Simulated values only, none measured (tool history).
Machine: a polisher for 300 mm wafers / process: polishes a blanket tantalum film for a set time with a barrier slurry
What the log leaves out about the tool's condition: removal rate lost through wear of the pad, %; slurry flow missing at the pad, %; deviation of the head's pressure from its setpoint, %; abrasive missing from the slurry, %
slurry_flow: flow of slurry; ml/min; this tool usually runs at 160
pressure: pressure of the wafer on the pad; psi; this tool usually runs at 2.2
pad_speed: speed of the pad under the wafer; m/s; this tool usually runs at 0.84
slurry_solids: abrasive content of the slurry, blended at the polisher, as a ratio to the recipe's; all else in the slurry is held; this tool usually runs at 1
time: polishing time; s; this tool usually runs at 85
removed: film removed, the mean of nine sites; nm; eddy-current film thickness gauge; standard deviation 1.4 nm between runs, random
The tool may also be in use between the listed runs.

run    hour  slurry_flow  pressure  pad_speed  slurry_solids  time  wafers since the last listed run  wafers polished on this pad  hours since the slurry nozzle was cleaned  hours since the head pressure was calibrated  hours since the slurry blender was calibrated  incoming thickness of the incoming film, nm  removed
  1       0          160       2.2       0.84           1.05    85                                 0                         2658                                      166.5                                         767.2                                          188.4                                        409.7    132.2
  2    41.9          160       2.2       0.84              1    85                               298                         2957                                      208.4                                         809.1                                          230.3                                        409.8    126.3
  3    99.9          160       2.2       0.84              1    85                               413                         3370                                      266.4                                         867.1                                          288.3                                        411.2    127.8
      105.3  -- head pressure recalibrated
  4   205.8          160       2.2       0.66              1    85                               740                         4111                                      372.3                                         100.5                                          394.2                                        412.4    102.7
      267.3  -- worn pad replaced by a new one
  5   302.4          160       2.2       0.66              1    85                               660                          250                                      468.9                                         197.1                                          490.8                                        410.9    107.4
  6   364.4          160       1.7       0.84              1    85                               441                          692                                      530.9                                         259.1                                          552.8                                        416.2    101.1
  7   462.2          160       2.2       0.84              1    85                               697                         1389                                      628.7                                         356.9                                          650.6                                        414.3    129.4
      524.1  -- slurry blender recalibrated
      662.4  -- slurry nozzle cleaned
  8   770.3          190       2.2       0.66           1.15    85                              2174                         3563                                      107.9                                           665                                          246.2                                        404.6    108.2
  9   845.4          160       1.6       0.84              1    85                               535                         4099                                        183                                         740.1                                          321.3                                        405.9     92.9
 10   928.8          205       2.8       0.66              1   103                               594                         4693                                      266.4                                         823.5                                          404.7                                        412.2      161
      934.5  -- worn pad replaced by a new one
      961.4  -- head pressure recalibrated
 11   998.8          160       2.2       0.74              1    65                               456                          444                                      336.4                                          37.4                                          474.7                                        403.5     90.9
 12  1073.7          160       1.8       0.84              1    85                               533                          977                                      411.3                                         112.3                                          549.6                                        411.7    108.3
 13  1122.1          160       2.2        0.7              1    85                               344                         1322                                      459.7                                         160.7                                            598                                        416.1    111.3
 14  1226.6          160       2.2       1.04              1   104                               744                         2067                                      564.2                                         265.2                                          702.5                                        402.6    196.2
     1314.2  -- slurry blender recalibrated
 15  1327.5          160       2.2       0.84            1.1    85                               704                         2772                                      665.1                                         366.1                                           13.3                                        415.4    132.7
     1386.4  -- slurry nozzle cleaned
 16  1393.5          160       2.8       0.84              1    85                               463                         3236                                        7.1                                         432.1                                           79.3                                        406.9    159.6
 17  1444.8          190       2.2       0.66           1.15    85                               365                         3601                                       58.4                                         483.4                                          130.6                                        409.6    110.5
 18  1500.1          160       2.9       1.12              1    85                               394                         3995                                      113.7                                         538.7                                          185.9                                        409.3    225.3
 19  1605.6          160       2.2       0.62            0.9    85                               751                         4747                                      219.2                                         644.2                                          291.4                                        407.8     94.1
     1736.7  -- worn pad replaced by a new one
 20  1763.7          180       2.2        0.6           0.85    85                              1098                          192                                      377.3                                         802.3                                          449.5                                        408.6     96.8
     1819.5  -- head pressure recalibrated
 21  1859.8          160       2.4       0.98           0.75    65                               670                          863                                      473.4                                          40.3                                          545.6                                        407.9    118.1
 22  1952.1          160       2.2       0.84              1    85                               657                         1521                                      565.7                                         132.6                                          637.9                                        412.4    133.7
 23  1994.3          160       2.2       0.84              1    85                               300                         1822                                      607.9                                         174.8                                          680.1                                        403.4    130.5
     2031.2  -- slurry nozzle cleaned
     2052.8  -- slurry blender recalibrated
 24  2096.2          105       2.5       0.84              1    65                               704                         2527                                         65                                         276.7                                           43.4                                        411.5    105.3
 25    2164          160       1.7       0.84           1.25    85                               483                         3010                                      132.8                                         344.5                                          111.2                                        409.4    104.8
 26  2222.2          110       2.2       0.84            0.8    85                               414                         3425                                        191                                         402.7                                          169.4                                        414.4    111.1
 27  2265.7          130       2.2       0.84            0.7    85                               310                         3735                                      234.5                                         446.2                                          212.9                                        413.3    113.9
 28    2348          160       2.2       0.84              1   106                               586                         4321                                      316.8                                         528.5                                          295.2                                        411.3    162.7
     2380.1  -- worn pad replaced by a new one
 29  2418.8          210       2.4       0.84           1.15   107                               476                          276                                      387.6                                         599.3                                            366                                        414.4    196.2

The logged runs with the hidden state left out (each run's random variation unchanged):
run  removed
  1    139.7
  2    133.7
  3    135.6
  4    109.3
  5    109.1
  6    103.9
  7    134.6
  8    114.7
  9     98.7
 10    171.3
 11     92.5
 12    111.5
 13    115.3
 14      205
 15    139.5
 16    168.3
 17    116.7
 18    238.3
 19     99.7
 20     97.4
 21    120.8
 22    138.2
 23    135.5
 24      110
 25    109.9
 26    116.7
 27    119.8
 28    171.4
 29    197.9

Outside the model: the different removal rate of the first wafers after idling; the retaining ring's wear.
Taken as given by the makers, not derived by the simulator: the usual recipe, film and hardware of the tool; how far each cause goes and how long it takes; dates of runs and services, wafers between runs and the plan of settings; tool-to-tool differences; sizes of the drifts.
